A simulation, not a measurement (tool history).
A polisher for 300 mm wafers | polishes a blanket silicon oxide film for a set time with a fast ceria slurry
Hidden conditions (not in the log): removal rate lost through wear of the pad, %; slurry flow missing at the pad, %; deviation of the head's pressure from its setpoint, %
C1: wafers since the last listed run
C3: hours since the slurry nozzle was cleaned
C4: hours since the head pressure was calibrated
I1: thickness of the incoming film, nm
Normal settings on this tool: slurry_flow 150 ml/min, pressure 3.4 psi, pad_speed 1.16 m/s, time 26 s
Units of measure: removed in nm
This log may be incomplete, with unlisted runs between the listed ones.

run 1 hour=0.0 | slurry_flow=175 pressure=3.4 pad_speed=1.16 time=26 | C1=0 wafers_polished_on_this_pad=191 C3=792.6 C4=371.4 | I1=1627.7 | removed=612.4
-- hour=10.6 slurry nozzle cleaned
run 2 hour=28.4 | slurry_flow=175 pressure=3.4 pad_speed=1.16 time=26 | C1=396 wafers_polished_on_this_pad=587 C3=17.8 C4=399.8 | I1=1627.4 | removed=634.3
run 3 hour=88.3 | slurry_flow=175 pressure=3.4 pad_speed=1.16 time=26 | C1=866 wafers_polished_on_this_pad=1454 C3=77.7 C4=459.7 | I1=1616.3 | removed=627.2
run 4 hour=123.9 | slurry_flow=150 pressure=3.4 pad_speed=1.16 time=26 | C1=515 wafers_polished_on_this_pad=1969 C3=113.3 C4=495.3 | I1=1631.9 | removed=618.9
-- hour=185.7 worn pad replaced by a new one
run 5 hour=187.0 | slurry_flow=150 pressure=3.4 pad_speed=1.16 time=26 | C1=855 wafers_polished_on_this_pad=18 C3=176.4 C4=558.4 | I1=1655.0 | removed=614.0
run 6 hour=245.4 | slurry_flow=150 pressure=3.4 pad_speed=1.00 time=26 | C1=845 wafers_polished_on_this_pad=864 C3=234.8 C4=616.8 | I1=1627.5 | removed=535.1
run 7 hour=314.0 | slurry_flow=150 pressure=3.4 pad_speed=1.00 time=26 | C1=992 wafers_polished_on_this_pad=1856 C3=303.4 C4=685.4 | I1=1654.9 | removed=531.9
-- hour=363.6 worn pad replaced by a new one
run 8 hour=365.3 | slurry_flow=150 pressure=3.4 pad_speed=1.00 time=26 | C1=684 wafers_polished_on_this_pad=24 C3=354.7 C4=736.7 | I1=1628.0 | removed=521.1
run 9 hour=428.4 | slurry_flow=150 pressure=3.4 pad_speed=1.16 time=26 | C1=913 wafers_polished_on_this_pad=937 C3=417.8 C4=799.8 | I1=1636.7 | removed=601.0
run 10 hour=470.9 | slurry_flow=150 pressure=3.4 pad_speed=1.16 time=26 | C1=614 wafers_polished_on_this_pad=1552 C3=460.3 C4=842.3 | I1=1647.9 | removed=616.4
run 11 hour=506.0 | slurry_flow=150 pressure=3.4 pad_speed=1.16 time=26 | C1=507 wafers_polished_on_this_pad=2060 C3=495.4 C4=877.4 | I1=1649.1 | removed=622.4
run 12 hour=542.3 | slurry_flow=110 pressure=2.8 pad_speed=0.80 time=18 | C1=525 wafers_polished_on_this_pad=2585 C3=531.7 C4=913.7 | I1=1644.7 | removed=235.8
-- hour=601.8 worn pad replaced by a new one
-- hour=605.4 head pressure recalibrated
run 13 hour=609.5 | slurry_flow=130 pressure=2.8 pad_speed=1.16 time=26 | C1=885 wafers_polished_on_this_pad=82 C3=598.9 C4=4.1 | I1=1626.9 | removed=516.1
run 14 hour=666.1 | slurry_flow=150 pressure=3.4 pad_speed=1.16 time=26 | C1=818 wafers_polished_on_this_pad=901 C3=655.5 C4=60.7 | I1=1619.8 | removed=604.3
-- hour=728.9 slurry nozzle cleaned
run 15 hour=736.1 | slurry_flow=180 pressure=4.6 pad_speed=0.90 time=26 | C1=998 wafers_polished_on_this_pad=1900 C3=7.2 C4=130.7 | I1=1619.5 | removed=649.8
-- hour=808.7 worn pad replaced by a new one
run 16 hour=809.2 | slurry_flow=185 pressure=4.5 pad_speed=1.30 time=26 | C1=999 wafers_polished_on_this_pad=7 C3=80.3 C4=203.8 | I1=1649.0 | removed=906.1
run 17 hour=831.8 | slurry_flow=180 pressure=2.5 pad_speed=1.16 time=26 | C1=327 wafers_polished_on_this_pad=334 C3=102.9 C4=226.4 | I1=1651.3 | removed=494.6
run 18 hour=873.0 | slurry_flow=150 pressure=4.1 pad_speed=1.16 time=19 | C1=596 wafers_polished_on_this_pad=930 C3=144.1 C4=267.6 | I1=1649.3 | removed=531.5
run 19 hour=926.4 | slurry_flow=150 pressure=3.4 pad_speed=1.16 time=26 | C1=772 wafers_polished_on_this_pad=1703 C3=197.5 C4=321.0 | I1=1619.9 | removed=624.2
run 20 hour=982.9 | slurry_flow=120 pressure=2.6 pad_speed=0.84 time=17 | C1=817 wafers_polished_on_this_pad=2521 C3=254.0 C4=377.5 | I1=1642.0 | removed=218.1
run 21 hour=1014.4 | slurry_flow=150 pressure=2.5 pad_speed=0.88 time=30 | C1=455 wafers_polished_on_this_pad=2977 C3=285.5 C4=409.0 | I1=1643.3 | removed=421.4
-- hour=1037.3 worn pad replaced by a new one
run 22 hour=1041.2 | slurry_flow=150 pressure=3.4 pad_speed=1.16 time=26 | C1=329 wafers_polished_on_this_pad=56 C3=312.3 C4=435.8 | I1=1635.1 | removed=611.3

What differs in the tool's unlogged condition from the final listed run ahead of each entry between runs to the first listed run following it?
In the gap between runs 1 and 2: slurry nozzle cleaned (hour 10.6)
  the hidden state is the same at both runs
In the gap between runs 4 and 5: worn pad replaced by a new one (hour 185.7)
  the hidden state is the same at both runs
In the gap between runs 7 and 8: worn pad replaced by a new one (hour 363.6)
  the hidden state is the same at both runs
In the gap between runs 12 and 13: worn pad replaced by a new one (hour 601.8); head pressure recalibrated (hour 605.4)
  the hidden state is the same at both runs
In the gap between runs 14 and 15: slurry nozzle cleaned (hour 728.9)
  the hidden state is the same at both runs
In the gap between runs 15 and 16: worn pad replaced by a new one (hour 808.7)
  the hidden state is the same at both runs
In the gap between runs 21 and 22: worn pad replaced by a new one (hour 1037.3)
  the hidden state is the same at both runs

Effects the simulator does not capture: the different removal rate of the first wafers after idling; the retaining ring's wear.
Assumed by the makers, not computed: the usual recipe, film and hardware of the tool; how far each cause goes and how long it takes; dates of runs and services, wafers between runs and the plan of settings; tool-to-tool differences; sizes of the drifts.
